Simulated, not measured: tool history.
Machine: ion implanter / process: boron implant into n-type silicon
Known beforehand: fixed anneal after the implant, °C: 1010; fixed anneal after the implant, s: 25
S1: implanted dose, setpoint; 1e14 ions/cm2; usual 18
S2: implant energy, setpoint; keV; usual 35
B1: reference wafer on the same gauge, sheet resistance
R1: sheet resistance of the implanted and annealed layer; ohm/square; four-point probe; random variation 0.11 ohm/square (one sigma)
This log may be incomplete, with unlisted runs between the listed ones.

Run 1, day 0: usual settings but S1 22.17 1e14 ions/cm2, S2 44.5 keV; B1 87.61. Result: R1 59.34 ohm/square.
Run 2, day 0.646: usual settings but S2 31.5 keV; B1 87.61. Result: R1 72.28 ohm/square.
Run 3, day 1.083: usual settings but S2 31.5 keV; B1 87.56. Result: R1 72.26 ohm/square.
Run 4, day 1.571: usual settings but S2 31.5 keV; B1 87.62. Result: R1 72.22 ohm/square.
Run 5, day 2.1: usual settings but S1 14.02 1e14 ions/cm2, S2 41.5 keV; B1 87.58. Result: R1 85.57 ohm/square.
At day 2.675: Faraday cup replaced and dose calibrated.
Run 6, day 2.696: usual settings but S1 14.02 1e14 ions/cm2, S2 41.5 keV; B1 87.63. Result: R1 88.62 ohm/square.
At day 2.817: gauge calibrated.
Run 7, day 3.046: usual settings but S1 14.02 1e14 ions/cm2, S2 41.5 keV; B1 87.6. Result: R1 88.56 ohm/square.
Run 8, day 3.754: usual settings but S1 22.17 1e14 ions/cm2, S2 44.5 keV; B1 87.63. Result: R1 60.97 ohm/square.
At day 4.333: extraction supply calibrated.
Run 9, day 4.354: usual settings but S1 16.51 1e14 ions/cm2, S2 27.5 keV; B1 87.56. Result: R1 80.57 ohm/square.
Run 10, day 4.75: usual settings but S1 20.27 1e14 ions/cm2; B1 87.58. Result: R1 67.34 ohm/square.
Run 11, day 5.396: usual settings but S1 19.38 1e14 ions/cm2, S2 39.5 keV; B1 87.6. Result: R1 68.48 ohm/square.
Run 12, day 5.983: usual settings but S2 42 keV; B1 87.59. Result: R1 72.12 ohm/square.
Run 13, day 6.525: usual settings but S1 15.25 1e14 ions/cm2, S2 43.5 keV; B1 87.6. Result: R1 82.21 ohm/square.
Run 14, day 7.154: usual settings but S1 14.93 1e14 ions/cm2, S2 39.5 keV; B1 87.56. Result: R1 84.3 ohm/square.

Branching from run 14: 3 alternative next runs. What would each branch give?
Run A, day 7.171: usual settings; B1 ?. Result: R1 ?.
Run B, day 7.171: usual settings but S1 19.8 1e14 ions/cm2, S2 29 keV; B1 ?. Result: R1 ?.
Run C, day 7.171: usual settings but S2 25 keV; B1 ?. Result: R1 ?.

run     B1     R1
  A  87.66   73.5
  B  87.66  70.43
  C  87.66  77.03
Without the tool's hidden state the same runs would have given:
run     R1
  A  73.68
  B  70.58
  C  77.19

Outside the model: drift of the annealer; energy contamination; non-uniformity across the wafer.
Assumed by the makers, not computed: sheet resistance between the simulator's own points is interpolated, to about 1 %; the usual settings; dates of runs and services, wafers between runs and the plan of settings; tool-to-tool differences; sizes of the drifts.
